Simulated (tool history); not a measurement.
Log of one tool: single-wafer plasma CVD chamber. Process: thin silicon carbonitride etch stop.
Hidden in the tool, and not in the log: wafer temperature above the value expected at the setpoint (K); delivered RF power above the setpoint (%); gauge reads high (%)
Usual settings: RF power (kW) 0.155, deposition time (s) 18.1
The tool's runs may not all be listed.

run   hour  RF power (kW)  deposition time (s)  wafers since the last listed run  hours since the last thermocouple change  hours since the last RF generator calibration  hours since the showerhead was replaced  hours since the gauge calibration  read-back reference wafer on the same gauge, thickness_nm  mean film thickness on the monitor wafer (nm)
  1      0           0.14                 18.9                                 0                                      2075                                          777.3                                     2556                               30.7                                                       10.5                                          9.984
  2   13.9           0.14                 18.9                               437                                    2088.9                                          791.2                                   2569.9                               44.6                                                     10.508                                         10.006
  3   80.3          0.155                 20.6                              2090                                    2155.3                                          857.6                                   2636.3                                111                                                     10.514                                         11.198
  4   96.7          0.165                 18.1                               516                                    2171.7                                            874                                   2652.7                              127.4                                                       10.5                                          9.949
  5  116.8          0.155                 15.5                               632                                    2191.8                                          894.1                                   2672.8                              147.5                                                     10.507                                          8.386
  6  141.9          0.155                 15.5                               790                                    2216.9                                          919.2                                   2697.9                              172.6                                                     10.505                                           8.43
  7  154.1          0.155                 18.1                               384                                    2229.1                                          931.4                                   2710.1                              184.8                                                     10.491                                          9.781
  8  180.7          0.155                 18.1                               837                                    2255.7                                            958                                   2736.7                              211.4                                                     10.501                                          9.838
  9  196.5           0.18                 15.7                               497                                    2271.5                                          973.8                                   2752.5                              227.2                                                     10.497                                           8.86
 10  209.7           0.18                 15.7                               415                                    2284.7                                            987                                   2765.7                              240.4                                                     10.509                                          8.845
 11  231.1           0.18                 15.7                               673                                    2306.1                                         1008.4                                   2787.1                              261.8                                                     10.492                                          8.817
     248.7  -- RF generator calibrated
     266.1  -- showerhead replaced, of another model than before
 12  266.6          0.155                 18.1                               613                                    2341.6                                           17.9                                      0.5                              297.3                                                     10.506                                         10.011
 13  279.5          0.155                 18.1                               406                                    2354.5                                           30.8                                     13.4                              310.2                                                     10.506                                          9.973
 14  295.8          0.165                 21.4                               513                                    2370.8                                           47.1                                     29.7                              326.5                                                     10.501                                         11.935
     298.7  -- gauge calibrated
 15  330.1          0.155                 18.1                              1079                                    2405.1                                           81.4                                       64                               31.4                                                     10.496                                         10.001
 16  358.9          0.165                 19.3                               906                                    2433.9                                          110.2                                     92.8                               60.2                                                     10.501                                         10.798
 17  375.4           0.17                 18.1                               519                                    2450.4                                          126.7                                    109.3                               76.7                                                     10.488                                         10.088
     400.6  -- thermocouple changed; heater temperature recalibrated
 18  410.3          0.155                 15.5                               846                                       9.7                                          161.6                                    144.2                              111.6                                                     10.502                                          8.554
 19    437          0.175                 18.1                               840                                      36.4                                          188.3                                    170.9                              138.3                                                     10.507                                         10.084
 20    453          0.185                 20.4                               503                                      52.4                                          204.3                                    186.9                              154.3                                                     10.496                                         11.552
 21    476           0.18                 16.7                               723                                      75.4                                          227.3                                    209.9                              177.3                                                     10.495                                          9.379
 22  506.3          0.155                 18.1                               953                                     105.7                                          257.6                                    240.2                              207.6                                                     10.507                                          9.915
 23  536.9           0.18                 20.8                               963                                     136.3                                          288.2                                    270.8                              238.2                                                     10.496                                         11.668
 24    554          0.155                 18.1                               538                                     153.4                                          305.3                                    287.9                              255.3                                                     10.504                                          9.973
 25  581.8           0.14                 18.1                               875                                     181.2                                          333.1                                    315.7                              283.1                                                      10.49                                          9.815
 26  594.4          0.125                 19.4                               396                                     193.8                                          345.7                                    328.3                              295.7                                                     10.514                                         10.335

Measured less the same run without the tool's hidden state. The same run-to-run variation is in both; the gauge's scatter may not be:
run  mean film thickness on the monitor wafer (nm)
  1                                         -0.216
  2                                         -0.217
  3                                         -0.248
  4                                         -0.221
  5                                         -0.187
  6                                         -0.189
  7                                          -0.22
  8                                         -0.223
  9                                           -0.2
 10                                         -0.201
 11                                         -0.201
 12                                         -0.023
 13                                         -0.026
 14                                         -0.038
 15                                         -0.043
 16                                         -0.054
 17                                         -0.055
 18                                         -0.054
 19                                          -0.07
 20                                         -0.084
 21                                         -0.072
 22                                         -0.082
 23                                         -0.103
 24                                         -0.091
 25                                         -0.093
 26                                           -0.1

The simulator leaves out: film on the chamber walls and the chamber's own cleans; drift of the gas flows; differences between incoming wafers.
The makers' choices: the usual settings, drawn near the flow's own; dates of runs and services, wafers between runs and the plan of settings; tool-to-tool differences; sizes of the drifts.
